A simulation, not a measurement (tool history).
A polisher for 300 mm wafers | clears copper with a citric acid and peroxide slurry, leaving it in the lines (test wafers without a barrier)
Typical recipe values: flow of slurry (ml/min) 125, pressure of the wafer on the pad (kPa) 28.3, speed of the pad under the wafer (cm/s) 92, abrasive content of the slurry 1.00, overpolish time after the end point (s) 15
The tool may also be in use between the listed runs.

| run | hour | flow of slurry (ml/min) | pressure of the wafer on the pad (kPa) | speed of the pad under the wafer (cm/s) | abrasive content of the slurry | overpolish time after the end point (s) | wafers since the last listed run | wafers polished on this pad | hours since the slurry nozzle was cleaned | hours since the head pressure was calibrated | hours since the slurry blender was calibrated | incoming thickness of the incoming film, nm | time until the end point was called (s) | dishing of a wide line in a test structure (angstrom) |
|---|---|---|---|---|---|---|---|---|---|---|---|---|---|---|
| 1 | 0.0 | 125 | 30.3 | 92 | 1.00 | 15 | 0 | 1430 | 402.2 | 892.8 | 357.3 | 418.4 | 118.1 | 321 |
|  | 25.0 | slurry nozzle cleaned |
|  | 31.5 | slurry blender recalibrated |
| 2 | 45.4 | 125 | 30.3 | 92 | 1.00 | 15 | 304 | 1735 | 20.4 | 938.2 | 13.9 | 422.2 | 120.3 | 315 |
|  | 73.6 | head pressure recalibrated |
| 3 | 97.2 | 125 | 28.3 | 118 | 1.00 | 15 | 358 | 2093 | 72.2 | 23.6 | 65.7 | 418.9 | 97.7 | 372 |
| 4 | 156.2 | 125 | 28.3 | 118 | 1.00 | 15 | 424 | 2517 | 131.2 | 82.6 | 124.7 | 420.7 | 98.8 | 381 |
|  | 167.3 | worn pad replaced by a new one |
| 5 | 227.9 | 125 | 31.7 | 92 | 0.80 | 15 | 486 | 435 | 202.9 | 154.3 | 196.4 | 414.3 | 118.2 | 305 |
| 6 | 304.8 | 125 | 28.3 | 92 | 1.00 | 15 | 552 | 988 | 279.8 | 231.2 | 273.3 | 411.4 | 118.8 | 302 |
| 7 | 404.0 | 125 | 28.3 | 92 | 1.00 | 15 | 713 | 1702 | 379.0 | 330.4 | 372.5 | 408.3 | 121.4 | 300 |
|  | 427.1 | slurry nozzle cleaned |
|  | 457.1 | slurry blender recalibrated |
| 8 | 497.7 | 125 | 28.3 | 92 | 1.00 | 15 | 652 | 2354 | 70.6 | 424.1 | 40.6 | 414.4 | 128.5 | 302 |
|  | 549.5 | worn pad replaced by a new one |
| 9 | 558.3 | 125 | 33.8 | 92 | 1.00 | 15 | 406 | 63 | 131.2 | 484.7 | 101.2 | 415.0 | 109.5 | 332 |
| 10 | 644.6 | 125 | 28.3 | 92 | 1.00 | 15 | 620 | 683 | 217.5 | 571.0 | 187.5 | 410.9 | 126.0 | 299 |
| 11 | 750.3 | 100 | 28.3 | 92 | 1.00 | 15 | 759 | 1443 | 323.2 | 676.7 | 293.2 | 411.5 | 133.4 | 285 |
|  | 785.8 | slurry nozzle cleaned |
|  | 833.2 | slurry blender recalibrated |
| 12 | 857.2 | 100 | 28.3 | 92 | 1.00 | 15 | 747 | 2190 | 71.4 | 783.6 | 24.0 | 415.2 | 129.5 | 287 |
|  | 886.6 | worn pad replaced by a new one |
| 13 | 941.6 | 100 | 28.3 | 92 | 1.00 | 15 | 578 | 395 | 155.8 | 868.0 | 108.4 | 418.0 | 131.0 | 290 |
| 14 | 978.8 | 125 | 28.3 | 92 | 0.80 | 15 | 267 | 663 | 193.0 | 905.2 | 145.6 | 420.0 | 134.9 | 286 |
| 15 | 1025.8 | 110 | 22.8 | 92 | 1.25 | 9 | 337 | 1001 | 240.0 | 952.2 | 192.6 | 416.7 | 140.0 | 167 |
| 16 | 1111.3 | 85 | 35.9 | 78 | 1.00 | 12 | 614 | 1615 | 325.5 | 1037.7 | 278.1 | 415.2 | 138.4 | 229 |
|  | 1170.9 | slurry blender recalibrated |
| 17 | 1187.3 | 125 | 28.3 | 92 | 1.00 | 20 | 532 | 2147 | 401.5 | 1113.7 | 16.4 | 413.5 | 122.4 | 384 |
|  | 1210.4 | slurry nozzle cleaned |
|  | 1249.1 | worn pad replaced by a new one |
|  | 1267.9 | head pressure recalibrated |
| 18 | 1291.1 | 170 | 28.3 | 92 | 0.90 | 15 | 695 | 287 | 80.7 | 23.2 | 120.2 | 417.5 | 120.5 | 307 |
| 19 | 1360.7 | 165 | 23.4 | 92 | 1.20 | 15 | 500 | 787 | 150.3 | 92.8 | 189.8 | 412.5 | 127.9 | 298 |
| 20 | 1436.7 | 125 | 28.3 | 92 | 1.00 | 15 | 546 | 1334 | 226.3 | 168.8 | 265.8 | 417.9 | 127.0 | 297 |
| 21 | 1512.1 | 125 | 28.3 | 92 | 1.00 | 15 | 542 | 1876 | 301.7 | 244.2 | 341.2 | 415.1 | 121.8 | 307 |
|  | 1572.2 | slurry blender recalibrated |
| 22 | 1590.7 | 105 | 28.3 | 92 | 1.00 | 12 | 550 | 2427 | 380.3 | 322.8 | 18.5 | 420.5 | 126.9 | 238 |
|  | 1603.2 | slurry nozzle cleaned |
| 23 | 1638.2 | 125 | 28.3 | 92 | 1.00 | 15 | 334 | 2761 | 35.0 | 370.3 | 66.0 | 410.9 | 124.7 | 302 |
|  | 1651.0 | worn pad replaced by a new one |
| 24 | 1733.9 | 125 | 28.3 | 76 | 1.00 | 15 | 659 | 595 | 130.7 | 466.0 | 161.7 | 409.0 | 148.3 | 260 |
| 25 | 1788.4 | 125 | 28.3 | 92 | 1.00 | 18 | 391 | 987 | 185.2 | 520.5 | 216.2 | 423.9 | 129.4 | 358 |
| 26 | 1859.1 | 125 | 33.1 | 68 | 0.85 | 15 | 508 | 1495 | 255.9 | 591.2 | 286.9 | 414.6 | 158.6 | 249 |
| 27 | 1910.6 | 165 | 28.3 | 92 | 0.70 | 15 | 370 | 1866 | 307.4 | 642.7 | 338.4 | 415.0 | 127.6 | 295 |
| 28 | 1947.7 | 110 | 32.4 | 70 | 1.00 | 15 | 266 | 2132 | 344.5 | 679.8 | 375.5 | 420.9 | 149.4 | 252 |

For each run, what was the tool's unlogged condition?
removal rate lost through wear of the pad, %: 0 across all the runs
slurry flow missing at the pad, %: 0 across all the runs
deviation of the head's pressure from its setpoint, %: 0 across all the runs
abrasive missing from the slurry, %: 0 across all the runs

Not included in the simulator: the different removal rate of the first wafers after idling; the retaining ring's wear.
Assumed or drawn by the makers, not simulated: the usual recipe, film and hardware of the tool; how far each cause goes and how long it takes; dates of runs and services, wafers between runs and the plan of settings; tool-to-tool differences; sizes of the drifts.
